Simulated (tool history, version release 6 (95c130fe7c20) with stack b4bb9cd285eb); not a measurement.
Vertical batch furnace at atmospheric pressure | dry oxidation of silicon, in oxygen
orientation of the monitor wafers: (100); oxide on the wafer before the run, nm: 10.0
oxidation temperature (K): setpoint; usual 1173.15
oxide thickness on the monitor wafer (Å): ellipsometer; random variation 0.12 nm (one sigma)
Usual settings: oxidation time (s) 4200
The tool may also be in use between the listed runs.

run	day	oxidation temperature (K)	oxidation time (s)	read-back reference wafer on the same gauge, thickness	oxide thickness on the monitor wafer (Å)
1	0.000	1173.15	4200	25.30	251.6
2	2.229	1173.15	4200	25.34	254.9
3	5.108	1173.15	4200	25.28	252.3
4	11.683	1173.15	4200	25.30	251.5
5	14.638	1164.15	5610	25.29	274.6
6	16.717	1164.15	5610	25.29	272.8
7	17.792	1164.15	5610	25.31	273.6
8	20.233	1173.15	4200	25.27	254.8
9	21.788	1173.15	4200	25.33	255.1
# day 23.179: boat lift adjusted
10	23.592	1173.15	4200	25.32	254.2
11	24.758	1173.15	4200	25.30	255.1
12	26.217	1173.15	4200	25.28	251.8
13	27.412	1173.15	4200	25.28	254.5
14	34.117	1173.15	4200	25.30	254.4
15	36.025	1173.15	4200	25.32	253.2
16	37.962	1173.15	3570	25.28	234.2
17	41.979	1173.15	3570	25.29	234.4
18	48.054	1159.15	5370	25.28	257.9
19	51.008	1160.15	2160	25.29	173.2
20	52.954	1159.15	5370	25.29	258.4
21	54.962	1173.15	4200	25.31	258.2
22	57.417	1180.15	3060	25.32	229.6
23	58.821	1158.15	5790	25.28	266.4
24	61.296	1173.15	6300	25.30	317.9
# day 62.521: thermocouples replaced and temperature profile calibrated
# day 63.950: gauge calibrated
25	64.079	1159.15	5070	25.29	243.0
26	66.083	1152.15	4830	25.30	227.4
27	68.192	1185.15	4200	25.29	270.0
28	69.454	1187.15	4200	25.30	275.6
29	71.592	1195.15	3030	25.30	248.1
30	77.146	1166.15	4890	25.31	253.4
31	78.996	1149.15	5970	25.33	245.4
32	81.921	1163.15	6030	25.30	275.9
33	84.333	1154.15	5640	25.29	248.8
34	85.500	1173.15	4200	25.29	247.7
35	87.088	1173.15	2490	25.30	195.5
36	88.333	1159.15	5370	25.30	252.1
37	89.733	1173.15	4200	25.29	248.5
38	91.421	1188.15	4200	25.31	278.0
39	93.133	1173.15	4200	25.30	249.0

What the log doesn't show, run by run:
monitor wafer colder than the profiled boat position, K: 0 in every run
gauge reads high (%): 0 in every run
H1: true tube temperature minus thermocouple reading, K
run	H1
1	3.39
2	3.45
3	3.53
4	3.71
5	3.8
6	3.85
7	3.88
8	3.95
9	3.99
10	4.04
11	4.08
12	4.12
13	4.15
14	4.34
15	4.39
16	4.44
17	4.56
18	4.72
19	4.81
20	4.86
21	4.92
22	4.98
23	5.02
24	5.09
25	0.549
26	0.605
27	0.664
28	0.699
29	0.758
30	0.912
31	0.964
32	1.05
33	1.11
34	1.14
35	1.19
36	1.22
37	1.26
38	1.31
39	1.36
